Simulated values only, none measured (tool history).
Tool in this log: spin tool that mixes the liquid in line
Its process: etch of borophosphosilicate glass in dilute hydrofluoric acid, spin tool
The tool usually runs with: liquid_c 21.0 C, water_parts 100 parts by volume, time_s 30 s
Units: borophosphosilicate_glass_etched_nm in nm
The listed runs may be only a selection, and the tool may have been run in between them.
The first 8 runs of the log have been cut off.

run     day  liquid_c  water_parts  time_s  read-back film thickness of the borophosphosilicate glass reference wafer, read on the same gauge (nm)  borophosphosilicate_glass_etched_nm
  9  14.883      23.5           60      30                                                                                                   79.99                                43.02
 10  16.679      19.0          100      40                                                                                                   79.98                                27.27
 11  18.588      17.0          120      40                                                                                                   80.01                                20.56
 12  20.717      17.0          100      25                                                                                                   80.00                                15.74
 13  22.242      21.0          145      30                                                                                                   80.00                                14.64
     23.379  -- hydrofluoric acid flow meter replaced
 14  25.071      21.0          125      30                                                                                                   79.97                                17.24
 15  26.271      17.0          135      45                                                                                                   80.00                                20.00
 16  31.000      17.5           60      40                                                                                                   80.00                                44.33
 17  32.833      21.0          100      30                                                                                                   80.01                                22.18
 18  34.121      23.0          100      30                                                                                                   80.01                                24.15
 19  35.983      21.0          100      25                                                                                                   80.01                                18.77
 20  36.988      21.0          100      30                                                                                                   80.01                                22.32
     37.825  -- gauge calibrated
 21  39.662      21.0           70      15                                                                                                   79.99                                16.63
     45.125  -- hydrofluoric acid flow meter replaced
 22  47.417      23.0          100      30                                                                                                   80.00                                24.10
 23  49.308      21.0          100      30                                                                                                   79.99                                22.14
 24  51.721      19.0          120      30                                                                                                   79.98                                16.58
 25  53.529      21.0          140      30                                                                                                   80.00                                15.28
 26  55.300      21.0          135      30                                                                                                   79.99                                15.96
 27  56.779      17.0          115      15                                                                                                   79.99                                 8.17
 28  59.729      21.0          100      30                                                                                                   80.03                                22.32
 29  61.079      21.0          100      45                                                                                                   79.99                                33.56
 30  62.792      19.0          100      30                                                                                                   79.98                                20.61
     66.175  -- hydrofluoric acid flow meter replaced
     66.550  -- thermometer replaced
 31  68.233      24.0           80      15                                                                                                   79.99                                15.91

Forecast each of these 5 alternatives for the next run:
  A  68.250      21.0          100      30                                                                                                       ?                                    ?
  B  68.250      22.5          135      40                                                                                                       ?                                    ?
  C  68.250      22.5          100      20                                                                                                       ?                                    ?
  D  68.250      17.5          100      30                                                                                                       ?                                    ?
  E  68.250      21.0           85      30                                                                                                       ?                                    ?

run  read-back film thickness of the borophosphosilicate glass reference wafer, read on the same gauge (nm)  borophosphosilicate_glass_etched_nm
  A                                                                                                   80.01                                21.99
  B                                                                                                   80.01                                22.16
  C                                                                                                   80.01                                15.58
  D                                                                                                   80.01                                19.02
  E                                                                                                   80.01                                26.32
The same runs, with their run-to-run variation unchanged, on a tool lacking any hidden condition would have given:
run  borophosphosilicate_glass_etched_nm
  A                                21.91
  B                                22.08
  C                                15.52
  D                                18.96
  E                                26.22

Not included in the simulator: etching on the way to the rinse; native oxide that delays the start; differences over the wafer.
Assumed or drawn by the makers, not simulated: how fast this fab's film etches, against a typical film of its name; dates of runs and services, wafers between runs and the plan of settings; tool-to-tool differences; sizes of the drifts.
